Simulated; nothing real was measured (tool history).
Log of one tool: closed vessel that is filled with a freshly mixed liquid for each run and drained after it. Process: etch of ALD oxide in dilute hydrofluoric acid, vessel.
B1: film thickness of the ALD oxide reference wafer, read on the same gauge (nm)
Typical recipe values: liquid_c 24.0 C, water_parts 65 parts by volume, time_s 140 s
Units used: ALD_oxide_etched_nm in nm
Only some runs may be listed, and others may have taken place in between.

run 1 day=0.000 | liquid_c=20.5 water_parts=80 time_s=140 | B1=40.01 | ALD_oxide_etched_nm=32.55
run 2 day=0.517 | liquid_c=24.0 water_parts=45 time_s=140 | B1=39.97 | ALD_oxide_etched_nm=70.47
run 3 day=1.054 | liquid_c=24.0 water_parts=45 time_s=140 | B1=39.98 | ALD_oxide_etched_nm=70.39
run 4 day=1.558 | liquid_c=24.0 water_parts=45 time_s=140 | B1=39.99 | ALD_oxide_etched_nm=69.83
run 5 day=2.146 | liquid_c=24.0 water_parts=65 time_s=140 | B1=40.01 | ALD_oxide_etched_nm=47.39
run 6 day=2.850 | liquid_c=24.0 water_parts=65 time_s=140 | B1=40.03 | ALD_oxide_etched_nm=48.21
run 7 day=3.342 | liquid_c=24.0 water_parts=65 time_s=140 | B1=40.00 | ALD_oxide_etched_nm=47.95
run 8 day=3.988 | liquid_c=24.0 water_parts=65 time_s=140 | B1=39.99 | ALD_oxide_etched_nm=47.98
run 9 day=4.538 | liquid_c=24.0 water_parts=65 time_s=140 | B1=40.00 | ALD_oxide_etched_nm=46.88
run 10 day=4.883 | liquid_c=24.0 water_parts=65 time_s=140 | B1=39.94 | ALD_oxide_etched_nm=47.98
run 11 day=5.271 | liquid_c=24.0 water_parts=65 time_s=140 | B1=39.99 | ALD_oxide_etched_nm=47.73
run 12 day=5.758 | liquid_c=22.0 water_parts=65 time_s=140 | B1=39.96 | ALD_oxide_etched_nm=43.95
run 13 day=6.283 | liquid_c=22.0 water_parts=65 time_s=140 | B1=39.98 | ALD_oxide_etched_nm=44.02
run 14 day=6.638 | liquid_c=21.0 water_parts=65 time_s=205 | B1=40.00 | ALD_oxide_etched_nm=61.94
-- day=6.783 thermometer replaced
run 15 day=7.142 | liquid_c=21.0 water_parts=65 time_s=205 | B1=39.97 | ALD_oxide_etched_nm=61.06
run 16 day=7.700 | liquid_c=19.5 water_parts=45 time_s=100 | B1=40.05 | ALD_oxide_etched_nm=40.93
run 17 day=8.408 | liquid_c=24.0 water_parts=65 time_s=140 | B1=39.99 | ALD_oxide_etched_nm=48.10
run 18 day=8.679 | liquid_c=26.0 water_parts=85 time_s=215 | B1=39.99 | ALD_oxide_etched_nm=60.02
-- day=9.083 gauge calibrated
run 19 day=9.171 | liquid_c=28.0 water_parts=65 time_s=140 | B1=40.03 | ALD_oxide_etched_nm=56.13
run 20 day=9.767 | liquid_c=24.0 water_parts=45 time_s=140 | B1=39.99 | ALD_oxide_etched_nm=69.79
run 21 day=10.046 | liquid_c=24.0 water_parts=95 time_s=140 | B1=39.96 | ALD_oxide_etched_nm=31.96
run 22 day=10.300 | liquid_c=28.5 water_parts=80 time_s=140 | B1=40.05 | ALD_oxide_etched_nm=46.15
run 23 day=11.212 | liquid_c=21.5 water_parts=80 time_s=220 | B1=40.01 | ALD_oxide_etched_nm=54.80
run 24 day=11.717 | liquid_c=19.0 water_parts=65 time_s=140 | B1=39.98 | ALD_oxide_etched_nm=39.07
run 25 day=12.388 | liquid_c=19.5 water_parts=65 time_s=215 | B1=39.99 | ALD_oxide_etched_nm=61.93
run 26 day=12.933 | liquid_c=27.0 water_parts=90 time_s=185 | B1=40.00 | ALD_oxide_etched_nm=50.08
-- day=13.054 hydrofluoric acid flow meter replaced
run 27 day=13.388 | liquid_c=24.0 water_parts=90 time_s=140 | B1=40.03 | ALD_oxide_etched_nm=30.17
run 28 day=13.967 | liquid_c=21.5 water_parts=65 time_s=100 | B1=40.00 | ALD_oxide_etched_nm=28.15
run 29 day=14.433 | liquid_c=25.5 water_parts=50 time_s=170 | B1=40.02 | ALD_oxide_etched_nm=75.11
run 30 day=16.596 | liquid_c=24.0 water_parts=65 time_s=140 | B1=39.96 | ALD_oxide_etched_nm=42.67
run 31 day=17.012 | liquid_c=22.0 water_parts=45 time_s=195 | B1=40.03 | ALD_oxide_etched_nm=83.24

3 ways to go on from here, each from the tool as it stands after run 31. What would each give?
run A day=17.042 | liquid_c=24.0 water_parts=65 time_s=140 | B1=? | ALD_oxide_etched_nm=?
run B day=17.042 | liquid_c=28.5 water_parts=50 time_s=105 | B1=? | ALD_oxide_etched_nm=?
run C day=17.042 | liquid_c=24.0 water_parts=55 time_s=140 | B1=? | ALD_oxide_etched_nm=?

run=A B1=40.00 ALD_oxide_etched_nm=42.63
run=B B1=40.00 ALD_oxide_etched_nm=50.84
run=C B1=40.00 ALD_oxide_etched_nm=51.03
With no hidden state in the tool, these same runs would have given:
run=A ALD_oxide_etched_nm=41.43
run=B ALD_oxide_etched_nm=49.41
run=C ALD_oxide_etched_nm=49.60
